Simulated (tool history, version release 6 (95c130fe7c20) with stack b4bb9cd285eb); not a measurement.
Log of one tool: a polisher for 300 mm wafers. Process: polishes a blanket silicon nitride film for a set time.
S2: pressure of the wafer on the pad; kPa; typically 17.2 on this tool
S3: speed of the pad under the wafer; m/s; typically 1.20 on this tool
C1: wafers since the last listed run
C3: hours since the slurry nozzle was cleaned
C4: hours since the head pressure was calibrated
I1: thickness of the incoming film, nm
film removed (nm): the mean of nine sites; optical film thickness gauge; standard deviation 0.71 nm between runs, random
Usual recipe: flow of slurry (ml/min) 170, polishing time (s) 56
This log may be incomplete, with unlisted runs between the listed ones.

run 1 day=0.000 | flow_of_slurry_(ml/min)=170 S2=17.2 S3=1.20 polishing_time_(s)=56 | C1=0 wafers_polished_on_this_pad=834 C3=810.4 C4=734.7 | I1=533.3 | film_removed_(nm)=91.7
run 2 day=0.421 | flow_of_slurry_(ml/min)=170 S2=17.2 S3=1.20 polishing_time_(s)=56 | C1=67 wafers_polished_on_this_pad=902 C3=820.5 C4=744.8 | I1=543.7 | film_removed_(nm)=90.9
run 3 day=0.675 | flow_of_slurry_(ml/min)=170 S2=17.2 S3=1.20 polishing_time_(s)=56 | C1=40 wafers_polished_on_this_pad=942 C3=826.6 C4=750.9 | I1=550.0 | film_removed_(nm)=91.2
run 4 day=1.300 | flow_of_slurry_(ml/min)=170 S2=17.2 S3=1.20 polishing_time_(s)=65 | C1=99 wafers_polished_on_this_pad=1042 C3=841.6 C4=765.9 | I1=538.8 | film_removed_(nm)=105.5
run 5 day=1.675 | flow_of_slurry_(ml/min)=170 S2=17.2 S3=1.20 polishing_time_(s)=56 | C1=59 wafers_polished_on_this_pad=1102 C3=850.6 C4=774.9 | I1=541.8 | film_removed_(nm)=90.7
run 6 day=2.083 | flow_of_slurry_(ml/min)=170 S2=17.2 S3=1.20 polishing_time_(s)=56 | C1=65 wafers_polished_on_this_pad=1168 C3=860.4 C4=784.7 | I1=533.8 | film_removed_(nm)=90.9
run 7 day=2.425 | flow_of_slurry_(ml/min)=170 S2=17.2 S3=1.20 polishing_time_(s)=56 | C1=54 wafers_polished_on_this_pad=1222 C3=868.6 C4=792.9 | I1=531.5 | film_removed_(nm)=89.2
run 8 day=3.012 | flow_of_slurry_(ml/min)=170 S2=17.2 S3=1.42 polishing_time_(s)=50 | C1=93 wafers_polished_on_this_pad=1316 C3=882.7 C4=807.0 | I1=540.0 | film_removed_(nm)=86.0
run 9 day=3.762 | flow_of_slurry_(ml/min)=170 S2=17.2 S3=1.42 polishing_time_(s)=50 | C1=119 wafers_polished_on_this_pad=1436 C3=900.7 C4=825.0 | I1=542.6 | film_removed_(nm)=85.2
-- day=4.183 worn pad replaced by a new one, of another model than before
run 10 day=4.446 | flow_of_slurry_(ml/min)=170 S2=17.2 S3=1.20 polishing_time_(s)=56 | C1=82 wafers_polished_on_this_pad=41 C3=917.1 C4=841.4 | I1=533.8 | film_removed_(nm)=93.4
run 11 day=4.771 | flow_of_slurry_(ml/min)=170 S2=17.2 S3=1.20 polishing_time_(s)=56 | C1=51 wafers_polished_on_this_pad=93 C3=924.9 C4=849.2 | I1=538.3 | film_removed_(nm)=93.4
run 12 day=5.267 | flow_of_slurry_(ml/min)=225 S2=17.2 S3=1.38 polishing_time_(s)=73 | C1=79 wafers_polished_on_this_pad=173 C3=936.8 C4=861.1 | I1=537.7 | film_removed_(nm)=139.6
run 13 day=5.938 | flow_of_slurry_(ml/min)=110 S2=17.2 S3=1.20 polishing_time_(s)=56 | C1=107 wafers_polished_on_this_pad=280 C3=952.9 C4=877.2 | I1=544.6 | film_removed_(nm)=81.2

Run 14 comes next. What will it give?
-- day=6.738 head pressure recalibrated
run 14 day=6.758 | flow_of_slurry_(ml/min)=170 S2=17.2 S3=1.20 polishing_time_(s)=56 | C1=117 wafers_polished_on_this_pad=398 C3=972.6 C4=0.5 | I1=542.1 | film_removed_(nm)=?

Run 14 produced film removed (nm) 93.7.
Were there no unlogged condition in the tool, this run, its random variation unchanged, would have produced film removed (nm) 95.0.

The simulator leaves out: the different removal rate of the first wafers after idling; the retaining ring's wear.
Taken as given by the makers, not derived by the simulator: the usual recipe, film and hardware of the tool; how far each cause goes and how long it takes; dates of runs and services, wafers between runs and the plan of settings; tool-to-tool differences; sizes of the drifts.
